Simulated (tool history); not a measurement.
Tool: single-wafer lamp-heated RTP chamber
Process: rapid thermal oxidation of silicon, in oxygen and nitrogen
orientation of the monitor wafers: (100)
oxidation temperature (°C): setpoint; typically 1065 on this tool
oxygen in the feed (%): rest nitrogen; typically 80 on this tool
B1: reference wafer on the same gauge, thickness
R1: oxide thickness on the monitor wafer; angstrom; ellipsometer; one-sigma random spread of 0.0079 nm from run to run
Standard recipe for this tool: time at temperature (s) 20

Run 1, day 0: usual settings but oxidation temperature (°C) 1080, time at temperature (s) 25; B1 5.598. Result: R1 63.76 angstrom.
Run 2, day 0.738: usual settings but oxygen in the feed (%) 72; B1 5.6. Result: R1 50.96 angstrom.
Run 3, day 1.788: usual settings but oxygen in the feed (%) 72; B1 5.599. Result: R1 51.14 angstrom.
Run 4, day 2.304: usual settings; B1 5.598. Result: R1 52.71 angstrom.
Run 5, day 3.638: usual settings but time at temperature (s) 22; B1 5.599. Result: R1 54.98 angstrom.
Run 6, day 4.662: usual settings but time at temperature (s) 22; B1 5.602. Result: R1 55.05 angstrom.
Run 7, day 5.775: usual settings but time at temperature (s) 22; B1 5.597. Result: R1 55.47 angstrom.
Run 8, day 7.092: usual settings; B1 5.6. Result: R1 53.27 angstrom.
At day 7.583: pyrometer window cleaned and pyrometer calibrated.
Run 9, day 7.738: usual settings; B1 5.603. Result: R1 52.63 angstrom.
Run 10, day 9.071: usual settings; B1 5.601. Result: R1 52.62 angstrom.
Run 11, day 10.088: usual settings; B1 5.602. Result: R1 52.57 angstrom.
Run 12, day 11.388: usual settings; B1 5.596. Result: R1 52.57 angstrom.
Run 13, day 12.604: usual settings; B1 5.599. Result: R1 52.67 angstrom.
Run 14, day 13.842: usual settings but oxidation temperature (°C) 1075; B1 5.6. Result: R1 56.3 angstrom.
Run 15, day 14.542: usual settings but oxidation temperature (°C) 1075; B1 5.6. Result: R1 56.13 angstrom.
Run 16, day 15.908: usual settings; B1 5.601. Result: R1 52.68 angstrom.
Run 17, day 16.662: usual settings but time at temperature (s) 17, oxygen in the feed (%) 52; B1 5.6. Result: R1 42.61 angstrom.
Run 18, day 19.646: usual settings; B1 5.598. Result: R1 52.96 angstrom.
At day 20.183: pyrometer window cleaned and pyrometer calibrated.
Run 19, day 20.712: usual settings but time at temperature (s) 23; B1 5.598. Result: R1 55.54 angstrom.
Run 20, day 21.883: usual settings but oxidation temperature (°C) 1075, time at temperature (s) 28; B1 5.598. Result: R1 64.56 angstrom.
Run 21, day 22.425: usual settings but oxidation temperature (°C) 1050, time at temperature (s) 25, oxygen in the feed (%) 91; B1 5.6. Result: R1 54.61 angstrom.
At day 22.979: oxygen flow controller replaced.
Run 22, day 23.625: usual settings but oxidation temperature (°C) 1048, time at temperature (s) 29; B1 5.601. Result: R1 54.65 angstrom.
Run 23, day 24.467: usual settings but oxidation temperature (°C) 1084, time at temperature (s) 30, oxygen in the feed (%) 64; B1 5.601. Result: R1 65.23 angstrom.
Run 24, day 25.808: usual settings; B1 5.601. Result: R1 52.52 angstrom.
Run 25, day 26.717: usual settings but oxidation temperature (°C) 1043; B1 5.601. Result: R1 45.46 angstrom.
Run 26, day 27.533: usual settings; B1 5.6. Result: R1 52.69 angstrom.
At day 29.454: gauge calibrated.
Run 27, day 30.575: usual settings but oxidation temperature (°C) 1089, time at temperature (s) 17, oxygen in the feed (%) 51; B1 5.599. Result: R1 49.54 angstrom.
Run 28, day 31.933: usual settings but oxygen in the feed (%) 88; B1 5.601. Result: R1 54.66 angstrom.
Run 29, day 33.312: usual settings but time at temperature (s) 26, oxygen in the feed (%) 97; B1 5.599. Result: R1 63.46 angstrom.
Run 30, day 34.221: usual settings but oxygen in the feed (%) 59; B1 5.601. Result: R1 47.77 angstrom.
At day 34.946: pyrometer window cleaned and pyrometer calibrated.
Run 31, day 35.175: usual settings but oxidation temperature (°C) 1083, oxygen in the feed (%) 52; B1 5.6. Result: R1 50.92 angstrom.
Run 32, day 36.638: usual settings; B1 5.601. Result: R1 52.62 angstrom.
Run 33, day 37.921: usual settings but oxidation temperature (°C) 1039, time at temperature (s) 28, oxygen in the feed (%) 98; B1 5.6. Result: R1 54.53 angstrom.

State the hidden condition of the tool at each of the runs:
deviation of the oxygen flow from its setpoint, %: 0 in every run
gauge reads high (%): 0 in every run
H1: true wafer temperature minus pyrometer reading, K
run      H1
  1   0.725
  2   0.836
  3    1.01
  4     1.1
  5    1.37
  6    1.59
  7    1.86
  8     2.2
  9  0.0187
 10  0.0387
 11  0.0758
 12   0.151
 13   0.249
 14   0.376
 15   0.461
 16   0.652
 17   0.771
 18    1.35
 19   0.065
 20  0.0889
 21   0.108
 22   0.171
 23    0.23
 24   0.352
 25   0.452
 26   0.556
 27    1.05
 28    1.32
 29    1.64
 30    1.86
 31   0.118
 32   0.144
 33   0.199

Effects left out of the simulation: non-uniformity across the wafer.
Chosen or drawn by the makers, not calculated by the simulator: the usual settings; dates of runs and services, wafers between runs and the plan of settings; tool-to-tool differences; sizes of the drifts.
